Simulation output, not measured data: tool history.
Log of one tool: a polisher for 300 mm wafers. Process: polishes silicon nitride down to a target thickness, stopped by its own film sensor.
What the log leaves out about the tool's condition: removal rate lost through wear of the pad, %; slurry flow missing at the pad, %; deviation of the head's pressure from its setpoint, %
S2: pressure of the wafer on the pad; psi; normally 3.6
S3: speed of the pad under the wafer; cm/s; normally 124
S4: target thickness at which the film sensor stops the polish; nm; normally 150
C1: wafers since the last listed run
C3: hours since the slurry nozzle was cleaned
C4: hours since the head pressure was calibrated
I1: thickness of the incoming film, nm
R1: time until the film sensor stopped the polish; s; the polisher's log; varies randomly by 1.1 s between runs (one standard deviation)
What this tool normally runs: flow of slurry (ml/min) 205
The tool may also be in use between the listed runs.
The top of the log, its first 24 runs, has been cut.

Run 25, hour 347.6: usual settings but flow of slurry (ml/min) 265, S2 4.4 psi, S3 148 cm/s; C1 122; wafers polished on this pad 752; C3 140; C4 99.7; I1 299.9. Result: R1 66.3 s.
Run 26, hour 374.6: usual settings but flow of slurry (ml/min) 170; C1 243; wafers polished on this pad 996; C3 167; C4 126.7; I1 300.3. Result: R1 98.9 s.
Run 27, hour 382: usual settings but flow of slurry (ml/min) 160; C1 66; wafers polished on this pad 1062; C3 174.4; C4 134.1; I1 294.7. Result: R1 95.5 s.
At hour 388.7: worn pad replaced by a new one.
Run 28, hour 395.7: usual settings; C1 87; wafers polished on this pad 63; C3 188.1; C4 147.8; I1 301.1. Result: R1 89.5 s.
Run 29, hour 404.3: usual settings; C1 77; wafers polished on this pad 140; C3 196.7; C4 156.4; I1 301.4. Result: R1 87 s.
Run 30, hour 420.3: usual settings but flow of slurry (ml/min) 155, S4 98 nm; C1 144; wafers polished on this pad 285; C3 212.7; C4 172.4; I1 297.9. Result: R1 122.8 s.
Run 31, hour 428.1: usual settings but S4 105 nm; C1 70; wafers polished on this pad 355; C3 220.5; C4 180.2; I1 298. Result: R1 114.3 s.
Run 32, hour 449.6: usual settings but flow of slurry (ml/min) 145, S2 4 psi, S3 96 cm/s; C1 193; wafers polished on this pad 549; C3 242; C4 201.7; I1 293.9. Result: R1 93.8 s.
Run 33, hour 461.3: usual settings; C1 105; wafers polished on this pad 654; C3 253.7; C4 213.4; I1 296.1. Result: R1 89.9 s.
Run 34, hour 472: usual settings but flow of slurry (ml/min) 135, S2 2.5 psi, S3 90 cm/s, S4 128 nm; C1 96; wafers polished on this pad 751; C3 264.4; C4 224.1; I1 302.6. Result: R1 193.1 s.
Run 35, hour 480.1: usual settings but flow of slurry (ml/min) 145, S2 4.1 psi, S3 142 cm/s, S4 130 nm; C1 73; wafers polished on this pad 824; C3 272.5; C4 232.2; I1 299.1. Result: R1 92.9 s.
Run 36, hour 495.1: usual settings but flow of slurry (ml/min) 250, S2 3 psi, S4 201 nm; C1 135; wafers polished on this pad 959; C3 287.5; C4 247.2; I1 298.6. Result: R1 73.9 s.
Run 37, hour 510.2: usual settings but S3 160 cm/s, S4 126 nm; C1 136; wafers polished on this pad 1095; C3 302.6; C4 262.3; I1 302. Result: R1 101.4 s.

Branching from run 37: 4 alternative next runs. What would each branch give?
Run A, hour 510.6: usual settings but S2 4.1 psi; C1 3; wafers polished on this pad 1099; C3 303; C4 262.7; I1 295.9. Result: R1 ?.
Run B, hour 510.6: usual settings but flow of slurry (ml/min) 175; C1 3; wafers polished on this pad 1099; C3 303; C4 262.7; I1 295.9. Result: R1 ?.
Run C, hour 510.6: usual settings but flow of slurry (ml/min) 255, S2 2.7 psi, S3 154 cm/s, S4 131 nm; C1 3; wafers polished on this pad 1099; C3 303; C4 262.7; I1 295.9. Result: R1 ?.
Run D, hour 510.6: usual settings but flow of slurry (ml/min) 270, S2 4.6 psi, S3 160 cm/s, S4 170 nm; C1 3; wafers polished on this pad 1099; C3 303; C4 262.7; I1 295.9. Result: R1 ?.

run     R1
  A   83.7
  B   98.1
  C  124.6
  D   54.3
With no hidden state in the tool, these same runs would have given:
run     R1
  A   72.1
  B   83.8
  C  108.3
  D   47.3

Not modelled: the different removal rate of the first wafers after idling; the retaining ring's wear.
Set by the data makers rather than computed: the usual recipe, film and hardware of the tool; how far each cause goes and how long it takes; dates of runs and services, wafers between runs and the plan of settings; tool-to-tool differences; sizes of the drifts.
